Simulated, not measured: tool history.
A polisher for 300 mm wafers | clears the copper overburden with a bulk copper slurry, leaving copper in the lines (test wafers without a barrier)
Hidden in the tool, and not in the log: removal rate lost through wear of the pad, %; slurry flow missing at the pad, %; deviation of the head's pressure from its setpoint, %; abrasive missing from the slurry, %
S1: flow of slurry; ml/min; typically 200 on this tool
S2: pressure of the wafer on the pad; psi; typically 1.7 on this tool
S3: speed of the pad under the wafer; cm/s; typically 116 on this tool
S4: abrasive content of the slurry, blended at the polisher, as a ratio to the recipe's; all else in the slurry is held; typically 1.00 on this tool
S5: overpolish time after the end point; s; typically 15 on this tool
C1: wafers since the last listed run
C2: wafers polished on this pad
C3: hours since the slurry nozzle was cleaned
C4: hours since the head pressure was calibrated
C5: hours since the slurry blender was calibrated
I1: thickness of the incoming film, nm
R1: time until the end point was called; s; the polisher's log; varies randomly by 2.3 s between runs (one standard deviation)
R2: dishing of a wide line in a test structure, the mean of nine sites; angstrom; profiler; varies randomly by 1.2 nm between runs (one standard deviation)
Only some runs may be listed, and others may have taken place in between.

run	day	S1	S2	S3	S4	S5	C1	C2	C3	C4	C5	I1	R1	R2
1	0.000	200	1.7	116	0.80	15	0	1136	216.6	622.4	128.4	740.5	124.8	546
2	3.088	200	1.7	116	0.80	15	577	1714	290.7	696.5	202.5	739.0	132.4	546
3	5.121	200	1.7	128	1.00	8	380	2094	339.5	745.3	251.3	742.0	109.2	372
4	6.625	200	1.7	116	1.00	15	281	2375	375.6	781.4	287.4	722.6	126.0	555
# day 7.067: slurry nozzle cleaned
5	8.771	200	1.7	116	1.20	15	393	2769	40.9	832.9	338.9	740.0	110.1	604
# day 10.142: worn pad replaced by a new one
6	11.150	200	1.7	116	1.20	15	413	188	98.0	890.0	396.0	728.0	114.1	610
# day 12.575: slurry blender recalibrated
7	15.625	200	1.7	116	1.00	15	821	1009	205.4	997.4	73.2	750.7	123.6	554
8	17.567	200	1.7	116	1.00	15	363	1372	252.0	1044.0	119.8	729.2	118.1	543
9	20.021	200	1.7	116	1.00	15	458	1831	310.9	1102.9	178.7	732.6	125.5	550
# day 23.200: slurry nozzle cleaned
# day 25.700: worn pad replaced by a new one
10	33.304	200	1.7	116	1.00	15	2445	1422	242.5	1421.7	497.5	729.9	124.0	559
# day 33.596: head pressure recalibrated
# day 33.950: slurry blender recalibrated
11	35.175	200	1.7	116	1.00	15	318	1740	287.4	37.9	29.4	733.2	127.4	583
12	36.750	200	1.7	116	1.00	15	294	2035	325.2	75.7	67.2	729.5	123.0	539
13	38.467	200	1.7	142	0.80	22	321	2356	366.4	116.9	108.4	734.2	108.9	818
# day 40.117: slurry nozzle cleaned
# day 42.550: worn pad replaced by a new one
14	42.829	200	2.3	84	1.00	12	776	52	65.1	221.6	213.1	728.7	129.3	443
15	47.138	245	1.7	96	0.85	15	805	857	168.5	325.0	316.5	736.3	151.8	493
16	51.092	200	1.7	116	1.00	15	739	1597	263.4	419.9	411.4	742.1	122.3	598
17	54.775	135	1.2	116	1.15	15	688	2286	351.8	508.3	499.8	734.9	172.9	438
# day 55.196: slurry blender recalibrated
# day 57.658: worn pad replaced by a new one
# day 58.812: slurry nozzle cleaned
18	59.138	200	1.7	150	1.00	15	761	268	7.8	613.0	94.6	738.5	90.0	699
19	60.700	200	1.4	152	1.00	15	292	561	45.3	650.5	132.1	734.7	100.8	645
20	64.058	230	2.0	116	1.15	20	628	1189	125.9	731.1	212.7	737.4	100.9	823
21	68.171	200	1.7	78	1.00	15	769	1958	224.6	829.8	311.4	741.3	187.7	421
# day 71.854: slurry blender recalibrated
22	71.875	200	1.3	116	1.00	22	677	2635	313.5	918.7	0.5	737.0	139.5	649
# day 73.996: worn pad replaced by a new one
23	75.362	200	1.7	116	1.00	15	621	255	397.2	1002.4	84.2	732.3	128.7	537
# day 76.279: slurry nozzle cleaned
24	79.267	200	1.7	116	1.00	15	722	977	71.7	1096.1	177.9	745.6	115.8	578

Entry by entry between the runs, the difference in hidden state between the last listed run before and the first listed run after:
From run 4 to run 5: slurry nozzle cleaned (day 7.067)
  slurry flow missing at the pad, %: 38.3 -> 7.13
  measured value less the no-hidden-state value, R1: +11.4 -> +1.2 s; R2: -42 -> -5 angstrom
From run 5 to run 6: worn pad replaced by a new one (day 10.142)
  slurry flow missing at the pad, %: 7.13 -> 12.7
  measured value less the no-hidden-state value, R1: +1.2 -> +2.4 s; R2: -5 -> -10 angstrom
From run 6 to run 7: slurry blender recalibrated (day 12.575)
  slurry flow missing at the pad, %: 12.7 -> 23.2
  measured value less the no-hidden-state value, R1: +2.4 -> +5.4 s; R2: -10 -> -20 angstrom
From run 9 to run 10: slurry nozzle cleaned (day 23.200); worn pad replaced by a new one (day 25.700)
  slurry flow missing at the pad, %: 33.6 -> 29.3
  measured value less the no-hidden-state value, R1: +9.3 -> +7.5 s; R2: -33 -> -27 angstrom
From run 10 to run 11: head pressure recalibrated (day 33.596); slurry blender recalibrated (day 33.950)
  slurry flow missing at the pad, %: 29.3 -> 33.7
  measured value less the no-hidden-state value, R1: +7.5 -> +9.5 s; R2: -27 -> -36 angstrom
From run 13 to run 14: slurry nozzle cleaned (day 40.117); worn pad replaced by a new one (day 42.550)
  slurry flow missing at the pad, %: 41.4 -> 7.09
  measured value less the no-hidden-state value, R1: +11.2 -> +1.5 s; R2: -59 -> -4 angstrom
From run 17 to run 18: slurry blender recalibrated (day 55.196); worn pad replaced by a new one (day 57.658); slurry nozzle cleaned (day 58.812)
  slurry flow missing at the pad, %: 35.2 -> 5.44
  measured value less the no-hidden-state value, R1: +20.1 -> +0.7 s; R2: -46 -> -5 angstrom
From run 21 to run 22: slurry blender recalibrated (day 71.854)
  slurry flow missing at the pad, %: 26.7 -> 35.4
  measured value less the no-hidden-state value, R1: +10.0 -> +11.2 s; R2: -19 -> -39 angstrom
From run 22 to run 23: worn pad replaced by a new one (day 73.996)
  slurry flow missing at the pad, %: 35.4 -> 43.6
  measured value less the no-hidden-state value, R1: +11.2 -> +14.5 s; R2: -39 -> -52 angstrom
From run 23 to run 24: slurry nozzle cleaned (day 76.279)
  slurry flow missing at the pad, %: 43.6 -> 8.75
  measured value less the no-hidden-state value, R1: +14.5 -> +1.6 s; R2: -52 -> -6 angstrom
